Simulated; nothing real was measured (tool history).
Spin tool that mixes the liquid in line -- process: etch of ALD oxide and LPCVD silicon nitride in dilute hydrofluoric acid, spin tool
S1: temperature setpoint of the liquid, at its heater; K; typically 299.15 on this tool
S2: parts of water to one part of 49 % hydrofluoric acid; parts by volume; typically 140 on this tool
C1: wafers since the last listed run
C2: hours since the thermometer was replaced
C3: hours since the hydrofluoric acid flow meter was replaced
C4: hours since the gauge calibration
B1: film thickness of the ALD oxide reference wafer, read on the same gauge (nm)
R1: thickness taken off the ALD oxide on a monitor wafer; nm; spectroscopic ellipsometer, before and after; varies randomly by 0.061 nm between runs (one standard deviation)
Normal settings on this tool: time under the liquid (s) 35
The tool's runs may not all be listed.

run 1 hour=0.0 | S1=299.15 S2=185 time_under_the_liquid_(s)=45 | C1=0 C2=1842.0 C3=426.6 C4=441.0 | B1=40.04 | R1=6.29
run 2 hour=22.3 | S1=299.15 S2=140 time_under_the_liquid_(s)=35 | C1=432 C2=1864.3 C3=448.9 C4=463.3 | B1=39.99 | R1=6.92
run 3 hour=49.3 | S1=299.15 S2=140 time_under_the_liquid_(s)=35 | C1=523 C2=1891.3 C3=475.9 C4=490.3 | B1=40.03 | R1=6.81
run 4 hour=73.9 | S1=299.15 S2=140 time_under_the_liquid_(s)=35 | C1=477 C2=1915.9 C3=500.5 C4=514.9 | B1=40.04 | R1=6.84
run 5 hour=108.7 | S1=299.15 S2=140 time_under_the_liquid_(s)=50 | C1=675 C2=1950.7 C3=535.3 C4=549.7 | B1=40.00 | R1=9.93
run 6 hour=129.2 | S1=299.15 S2=140 time_under_the_liquid_(s)=35 | C1=397 C2=1971.2 C3=555.8 C4=570.2 | B1=39.98 | R1=6.76
run 7 hour=155.1 | S1=299.15 S2=175 time_under_the_liquid_(s)=35 | C1=502 C2=1997.1 C3=581.7 C4=596.1 | B1=40.01 | R1=5.30
run 8 hour=178.9 | S1=299.15 S2=140 time_under_the_liquid_(s)=35 | C1=461 C2=2020.9 C3=605.5 C4=619.9 | B1=40.00 | R1=6.89
run 9 hour=205.4 | S1=299.15 S2=140 time_under_the_liquid_(s)=35 | C1=514 C2=2047.4 C3=632.0 C4=646.4 | B1=40.04 | R1=6.83
run 10 hour=243.9 | S1=299.15 S2=140 time_under_the_liquid_(s)=35 | C1=747 C2=2085.9 C3=670.5 C4=684.9 | B1=40.02 | R1=6.75
run 11 hour=274.6 | S1=299.15 S2=190 time_under_the_liquid_(s)=45 | C1=595 C2=2116.6 C3=701.2 C4=715.6 | B1=40.03 | R1=6.02
-- hour=281.3 hydrofluoric acid flow meter replaced
run 12 hour=306.9 | S1=299.15 S2=140 time_under_the_liquid_(s)=35 | C1=607 C2=2148.9 C3=25.6 C4=747.9 | B1=40.05 | R1=6.77
run 13 hour=319.6 | S1=302.65 S2=200 time_under_the_liquid_(s)=45 | C1=246 C2=2161.6 C3=38.3 C4=760.6 | B1=40.01 | R1=6.52
run 14 hour=342.1 | S1=297.65 S2=165 time_under_the_liquid_(s)=45 | C1=436 C2=2184.1 C3=60.8 C4=783.1 | B1=39.97 | R1=6.82
-- hour=345.2 thermometer replaced
-- hour=366.1 gauge calibrated
run 15 hour=375.8 | S1=303.65 S2=180 time_under_the_liquid_(s)=35 | C1=634 C2=30.6 C3=94.5 C4=9.7 | B1=39.98 | R1=5.97
run 16 hour=399.6 | S1=299.15 S2=140 time_under_the_liquid_(s)=35 | C1=461 C2=54.4 C3=118.3 C4=33.5 | B1=39.99 | R1=6.76
run 17 hour=420.2 | S1=299.15 S2=190 time_under_the_liquid_(s)=35 | C1=399 C2=75.0 C3=138.9 C4=54.1 | B1=40.00 | R1=4.80
run 18 hour=432.6 | S1=303.65 S2=200 time_under_the_liquid_(s)=15 | C1=240 C2=87.4 C3=151.3 C4=66.5 | B1=40.02 | R1=2.24
run 19 hour=464.6 | S1=299.15 S2=140 time_under_the_liquid_(s)=35 | C1=621 C2=119.4 C3=183.3 C4=98.5 | B1=40.02 | R1=6.86
run 20 hour=492.0 | S1=302.65 S2=185 time_under_the_liquid_(s)=20 | C1=531 C2=146.8 C3=210.7 C4=125.9 | B1=39.99 | R1=3.18
run 21 hour=509.9 | S1=299.15 S2=140 time_under_the_liquid_(s)=35 | C1=347 C2=164.7 C3=228.6 C4=143.8 | B1=39.99 | R1=6.96
run 22 hour=525.4 | S1=299.15 S2=185 time_under_the_liquid_(s)=45 | C1=300 C2=180.2 C3=244.1 C4=159.3 | B1=40.05 | R1=6.31
run 23 hour=546.4 | S1=303.15 S2=75 time_under_the_liquid_(s)=55 | C1=407 C2=201.2 C3=265.1 C4=180.3 | B1=40.02 | R1=25.21
run 24 hour=569.8 | S1=299.15 S2=140 time_under_the_liquid_(s)=35 | C1=454 C2=224.6 C3=288.5 C4=203.7 | B1=40.02 | R1=6.87
run 25 hour=605.4 | S1=301.15 S2=195 time_under_the_liquid_(s)=25 | C1=690 C2=260.2 C3=324.1 C4=239.3 | B1=40.00 | R1=3.53
run 26 hour=640.9 | S1=303.65 S2=140 time_under_the_liquid_(s)=25 | C1=688 C2=295.7 C3=359.6 C4=274.8 | B1=39.99 | R1=5.76

Forecast each of these 4 alternatives for the next run:
run A hour=641.3 | S1=297.65 S2=140 time_under_the_liquid_(s)=35 | C1=7 C2=296.1 C3=360.0 C4=275.2 | B1=? | R1=?
run B hour=641.3 | S1=297.15 S2=140 time_under_the_liquid_(s)=40 | C1=7 C2=296.1 C3=360.0 C4=275.2 | B1=? | R1=?
run C hour=641.3 | S1=295.15 S2=100 time_under_the_liquid_(s)=25 | C1=7 C2=296.1 C3=360.0 C4=275.2 | B1=? | R1=?
run D hour=641.3 | S1=295.65 S2=195 time_under_the_liquid_(s)=50 | C1=7 C2=296.1 C3=360.0 C4=275.2 | B1=? | R1=?

run=A B1=40.04 R1=6.56
run=B B1=40.04 R1=7.35
run=C B1=40.04 R1=6.23
run=D B1=40.04 R1=5.87
Take away the tool's hidden state, keep each run's random variation, and the runs would have read:
run=A R1=6.56
run=B R1=7.35
run=C R1=6.23
run=D R1=5.87
